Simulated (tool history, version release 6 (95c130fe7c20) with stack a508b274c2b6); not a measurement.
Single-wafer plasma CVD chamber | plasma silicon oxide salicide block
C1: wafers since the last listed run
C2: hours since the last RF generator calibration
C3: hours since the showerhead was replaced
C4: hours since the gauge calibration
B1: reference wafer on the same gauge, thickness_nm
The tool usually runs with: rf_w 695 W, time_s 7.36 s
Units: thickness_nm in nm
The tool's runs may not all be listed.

Run 1, hour 0.0: usual settings but time_s 6.54 s; C1 0; C2 1128.8; C3 5146.2; C4 42.3; B1 82.828. Result: thickness_nm 63.376 nm.
Run 2, hour 13.5: usual settings but rf_w 760 W; C1 435; C2 1142.3; C3 5159.7; C4 55.8; B1 82.871. Result: thickness_nm 72.732 nm.
Run 3, hour 26.2: usual settings but rf_w 760 W; C1 409; C2 1155.0; C3 5172.4; C4 68.5; B1 82.875. Result: thickness_nm 72.835 nm.
Run 4, hour 36.3: usual settings but rf_w 760 W; C1 326; C2 1165.1; C3 5182.5; C4 78.6; B1 82.913. Result: thickness_nm 72.882 nm.
Run 5, hour 46.3: usual settings but time_s 6.75 s; C1 322; C2 1175.1; C3 5192.5; C4 88.6; B1 82.989. Result: thickness_nm 65.217 nm.
Run 6, hour 56.4: usual settings but time_s 6.75 s; C1 326; C2 1185.2; C3 5202.6; C4 98.7; B1 82.828. Result: thickness_nm 65.159 nm.
Run 7, hour 66.5: usual settings but time_s 6.75 s; C1 326; C2 1195.3; C3 5212.7; C4 108.8; B1 82.937. Result: thickness_nm 65.302 nm.
Run 8, hour 73.3: usual settings; C1 219; C2 1202.1; C3 5219.5; C4 115.6; B1 82.885. Result: thickness_nm 71.140 nm.
Run 9, hour 88.7: usual settings; C1 497; C2 1217.5; C3 5234.9; C4 131.0; B1 82.924. Result: thickness_nm 70.995 nm.
Run 10, hour 102.5: usual settings; C1 445; C2 1231.3; C3 5248.7; C4 144.8; B1 82.904. Result: thickness_nm 70.971 nm.
Run 11, hour 116.7: usual settings; C1 458; C2 1245.5; C3 5262.9; C4 159.0; B1 82.891. Result: thickness_nm 71.172 nm.
Run 12, hour 127.1: usual settings; C1 335; C2 1255.9; C3 5273.3; C4 169.4; B1 82.822. Result: thickness_nm 71.097 nm.
Run 13, hour 134.5: usual settings but rf_w 660 W; C1 238; C2 1263.3; C3 5280.7; C4 176.8; B1 82.828. Result: thickness_nm 70.007 nm.
At hour 152.0: showerhead replaced.
Run 14, hour 152.5: usual settings but rf_w 660 W; C1 322; C2 1281.3; C3 0.5; C4 194.8; B1 82.846. Result: thickness_nm 70.145 nm.
Run 15, hour 154.7: usual settings but rf_w 660 W; C1 71; C2 1283.5; C3 2.7; C4 197.0; B1 82.989. Result: thickness_nm 70.092 nm.
Run 16, hour 164.0: usual settings; C1 300; C2 1292.8; C3 12.0; C4 206.3; B1 82.885. Result: thickness_nm 70.788 nm.
At hour 173.1: gauge calibrated.
Run 17, hour 177.1: usual settings; C1 422; C2 1305.9; C3 25.1; C4 4.0; B1 82.892. Result: thickness_nm 70.840 nm.
Run 18, hour 186.2: usual settings; C1 293; C2 1315.0; C3 34.2; C4 13.1; B1 82.913. Result: thickness_nm 70.999 nm.
Run 19, hour 202.8: usual settings but rf_w 610 W, time_s 7.77 s; C1 535; C2 1331.6; C3 50.8; C4 29.7; B1 82.889. Result: thickness_nm 72.402 nm.
Run 20, hour 217.3: usual settings but rf_w 795 W, time_s 8.41 s; C1 468; C2 1346.1; C3 65.3; C4 44.2; B1 82.903. Result: thickness_nm 84.067 nm.
Run 21, hour 230.9: usual settings; C1 438; C2 1359.7; C3 78.9; C4 57.8; B1 82.853. Result: thickness_nm 70.885 nm.
At hour 242.5: RF generator calibrated.
Run 22, hour 243.0: usual settings but rf_w 630 W, time_s 6.47 s; C1 132; C2 0.5; C3 91.0; C4 69.9; B1 82.912. Result: thickness_nm 60.090 nm.
Run 23, hour 249.1: usual settings but rf_w 785 W, time_s 8.26 s; C1 196; C2 6.6; C3 97.1; C4 76.0; B1 82.868. Result: thickness_nm 81.054 nm.
Run 24, hour 257.8: usual settings; C1 280; C2 15.3; C3 105.8; C4 84.7; B1 82.928. Result: thickness_nm 69.867 nm.
Run 25, hour 270.4: usual settings but rf_w 770 W, time_s 8.61 s; C1 406; C2 27.9; C3 118.4; C4 97.3; B1 82.866. Result: thickness_nm 84.052 nm.
Run 26, hour 277.6: usual settings but rf_w 610 W, time_s 7.77 s; C1 232; C2 35.1; C3 125.6; C4 104.5; B1 82.902. Result: thickness_nm 71.693 nm.
Run 27, hour 291.4: usual settings; C1 445; C2 48.9; C3 139.4; C4 118.3; B1 82.963. Result: thickness_nm 69.835 nm.
Run 28, hour 298.5: usual settings but rf_w 620 W, time_s 8.70 s; C1 229; C2 56.0; C3 146.5; C4 125.4; B1 82.876. Result: thickness_nm 80.361 nm.
At hour 317.4: RF generator calibrated, repeated, since the last time left the tool worse.
Run 29, hour 317.9: usual settings but rf_w 570 W, time_s 8.82 s; C1 367; C2 0.5; C3 165.9; C4 144.8; B1 82.948. Result: thickness_nm 82.075 nm.
Run 30, hour 326.6: usual settings; C1 280; C2 9.2; C3 174.6; C4 153.5; B1 82.902. Result: thickness_nm 72.208 nm.
Run 31, hour 333.9: usual settings but rf_w 745 W, time_s 8.63 s; C1 235; C2 16.5; C3 181.9; C4 160.8; B1 82.894. Result: thickness_nm 85.915 nm.
Run 32, hour 349.9: usual settings but rf_w 620 W, time_s 5.99 s; C1 516; C2 32.5; C3 197.9; C4 176.8; B1 82.908. Result: thickness_nm 56.805 nm.
Run 33, hour 365.5: usual settings but time_s 6.75 s; C1 503; C2 48.1; C3 213.5; C4 192.4; B1 82.846. Result: thickness_nm 65.842 nm.
Run 34, hour 371.6: usual settings but rf_w 575 W, time_s 7.95 s; C1 196; C2 54.2; C3 219.6; C4 198.5; B1 82.950. Result: thickness_nm 73.905 nm.
Run 35, hour 381.8: usual settings but time_s 6.70 s; C1 329; C2 64.4; C3 229.8; C4 208.7; B1 82.935. Result: thickness_nm 65.491 nm.

Run 36 has not been measured yet. What should we expect?
Run 36, hour 388.5: usual settings; C1 216; C2 71.1; C3 236.5; C4 215.4; B1 ?. Result: thickness_nm ?.

Run 36 yielded B1 82.954, thickness_nm 71.864 nm.
Were there no unlogged condition in the tool, this run, its random variation unchanged, would have produced thickness_nm 71.909 nm.
